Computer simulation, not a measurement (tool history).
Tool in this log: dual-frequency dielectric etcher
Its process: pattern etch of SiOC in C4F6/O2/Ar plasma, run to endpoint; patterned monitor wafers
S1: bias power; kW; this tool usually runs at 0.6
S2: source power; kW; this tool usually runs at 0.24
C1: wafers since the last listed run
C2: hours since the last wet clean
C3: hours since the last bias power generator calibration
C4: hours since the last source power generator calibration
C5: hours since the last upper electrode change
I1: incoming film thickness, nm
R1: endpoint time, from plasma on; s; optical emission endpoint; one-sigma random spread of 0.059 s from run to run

run	hour	S1	S2	C1	C2	C3	C4	C5	I1	R1
1	0	0.6	0.28	0	473.2	1813.3	3095.4	1935	49.28	17.9
2	13.5	0.6	0.28	264	486.7	1826.8	3108.9	1948.5	49.25	18.1
3	31.3	0.6	0.28	348	504.5	1844.6	3126.7	1966.3	49.06	18
4	39	0.6	0.26	150	512.2	1852.3	3134.4	1974	48.95	18.5
# hour 66.6: wet clean of the chamber
# hour 88: upper electrode replaced
5	88.5	0.6	0.26	78	21.9	1901.8	3183.9	0.5	48.57	17.3
6	88.9	0.6	0.26	7	22.3	1902.2	3184.3	0.9	48.95	17.5
7	89.2	0.669	0.24	5	22.6	1902.5	3184.6	1.2	48.55	17.3
8	89.5	0.651	0.24	5	22.9	1902.8	3184.9	1.5	48.5	17.4
9	95.7	0.538	0.19	121	29.1	1909	3191.1	7.7	49.45	20.3
# hour 109.4: source power generator calibrated
10	111.8	0.6	0.24	237	45.2	1925.1	2.4	23.8	48.36	18
11	127.7	0.664	0.28	311	61.1	1941	18.3	39.7	49.16	16.8
# hour 142.7: bias power generator calibrated
12	143.2	0.538	0.22	225	76.6	0.5	33.8	55.2	49.04	19.4
13	150.9	0.6	0.24	150	84.3	8.2	41.5	62.9	49.29	18.3
14	157.3	0.6	0.28	125	90.7	14.6	47.9	69.3	48.77	17.2
15	169.3	0.727	0.24	235	102.7	26.6	59.9	81.3	49.17	17.3

The next listed run, before its measurement:
16	181.2	0.5	0.21	233	114.6	38.5	71.8	93.2	49.28	?

Run 16 produced R1 20.4 s.
Take away the tool's hidden state, keep the run-to-run variation as it was, and the same run would have given R1 20.2 s.

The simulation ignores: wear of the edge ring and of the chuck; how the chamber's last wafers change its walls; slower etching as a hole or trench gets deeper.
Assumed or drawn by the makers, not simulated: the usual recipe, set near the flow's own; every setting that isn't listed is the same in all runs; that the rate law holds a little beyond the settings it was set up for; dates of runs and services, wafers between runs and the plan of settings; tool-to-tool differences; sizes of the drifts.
